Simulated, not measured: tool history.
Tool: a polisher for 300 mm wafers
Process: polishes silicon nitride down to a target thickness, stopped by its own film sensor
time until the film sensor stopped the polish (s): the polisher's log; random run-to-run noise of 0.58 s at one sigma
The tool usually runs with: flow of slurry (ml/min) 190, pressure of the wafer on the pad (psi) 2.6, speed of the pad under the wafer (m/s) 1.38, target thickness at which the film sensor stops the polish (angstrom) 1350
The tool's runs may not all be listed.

run    hour  flow of slurry (ml/min)  pressure of the wafer on the pad (psi)  speed of the pad under the wafer (m/s)  target thickness at which the film sensor stops the polish (angstrom)  incoming thickness of the incoming film, nm  time until the film sensor stopped the polish (s)
  1     0.0                      190                                     2.1                                    1.38                                                                   1350                                        238.5                                               87.1
  2    30.5                      190                                     2.1                                    1.38                                                                   1350                                        242.5                                               92.0
  3    79.2                      170                                     2.0                                    1.38                                                                   1350                                        236.0                                               92.3
  4   131.6                      190                                     2.6                                    1.22                                                                   1530                                        244.8                                               71.9
  5   192.2                      190                                     2.6                                    1.22                                                                   1530                                        244.2                                               72.0
  6   235.2                      190                                     2.6                                    1.22                                                                   1530                                        242.7                                               71.2
      262.6  -- worn pad replaced by a new one, of another model than before
      275.7  -- slurry nozzle cleaned
  7   277.6                      190                                     3.1                                    1.38                                                                   1350                                        240.1                                               62.5
  8   303.0                      190                                     2.6                                    1.74                                                                   1350                                        238.3                                               59.9
      368.7  -- head pressure recalibrated
  9   372.1                      190                                     2.6                                    1.74                                                                   1350                                        241.0                                               62.7
 10   443.5                      190                                     2.6                                    1.74                                                                   1350                                        241.8                                               64.6
 11   498.4                      190                                     2.8                                    1.38                                                                   1350                                        239.9                                               71.0
 12   543.0                      190                                     2.6                                    1.38                                                                   1350                                        242.5                                               75.2
      595.3  -- worn pad replaced by a new one
 13   607.9                      190                                     2.6                                    1.38                                                                   1350                                        241.9                                               72.3
 14   670.7                      190                                     2.6                                    1.38                                                                   1350                                        239.5                                               71.7
 15   733.5                      190                                     2.6                                    1.38                                                                   1350                                        241.6                                               75.0
 16   767.3                      190                                     2.6                                    1.38                                                                   1350                                        241.2                                               74.0
 17   792.7                      235                                     2.6                                    1.38                                                                   1350                                        238.2                                               70.8
      811.0  -- slurry nozzle cleaned
 18   855.8                      190                                     2.6                                    1.38                                                                   1080                                        236.9                                               91.8
 19   907.5                      190                                     2.6                                    1.38                                                                   1060                                        240.4                                               97.2
      917.2  -- head pressure recalibrated
 20   935.7                      190                                     2.6                                    1.38                                                                   1110                                        238.4                                               92.2
      946.0  -- worn pad replaced by a new one
 21   968.6                      225                                     2.9                                    1.38                                                                   1350                                        235.6                                               60.8
 22  1010.4                      255                                     2.6                                    1.60                                                                   1350                                        239.6                                               61.4
 23  1050.9                      160                                     2.1                                    1.38                                                                   1350                                        240.5                                               85.0
 24  1079.8                      165                                     2.1                                    1.38                                                                   1350                                        244.8                                               88.3
 25  1109.9                      130                                     3.0                                    1.80                                                                   1490                                        238.2                                               50.9
 26  1162.9                      190                                     2.6                                    1.08                                                                   1350                                        242.2                                               87.2
 27  1217.0                      190                                     1.9                                    1.38                                                                   1570                                        242.6                                               74.0
 28  1245.5                      190                                     2.6                                    1.38                                                                   1350                                        237.4                                               72.8
     1291.4  -- worn pad replaced by a new one
 29  1309.2                      190                                     3.2                                    1.02                                                                   1350                                        236.4                                               70.4
     1354.4  -- slurry nozzle cleaned
 30  1373.1                      190                                     2.6                                    1.38                                                                   1200                                        238.5                                               80.4
 31  1398.6                      190                                     2.6                                    1.38                                                                   1350                                        238.2                                               70.4
 32  1450.9                      190                                     2.6                                    1.38                                                                   1350                                        244.5                                               75.1
     1466.7  -- head pressure recalibrated
 33  1481.6                      190                                     2.6                                    1.74                                                                   1350                                        240.2                                               63.7
 34  1529.2                      190                                     2.6                                    1.38                                                                   1350                                        234.9                                               70.4
 35  1593.7                      150                                     2.6                                    1.58                                                                   1100                                        238.5                                               88.1
 36  1619.0                      245                                     2.6                                    1.82                                                                   1350                                        240.4                                               60.9
     1626.2  -- worn pad replaced by a new one
 37  1665.2                      190                                     2.6                                    1.70                                                                   1350                                        244.0                                               64.1

Forecast each of these 3 alternatives for the next run:
  A  1665.6                      190                                     2.6                                    1.38                                                                   1350                                        241.2                                                  ?
  B  1665.6                      190                                     2.6                                    1.84                                                                   1350                                        241.2                                                  ?
  C  1665.6                      235                                     3.0                                    1.54                                                                   1350                                        241.2                                                  ?

run  time until the film sensor stopped the polish (s)
  A                                               70.9
  B                                               58.7
  C                                               58.2
Without the tool's unlogged condition, the same runs would have read:
run  time until the film sensor stopped the polish (s)
  A                                               69.2
  B                                               57.3
  C                                               56.8
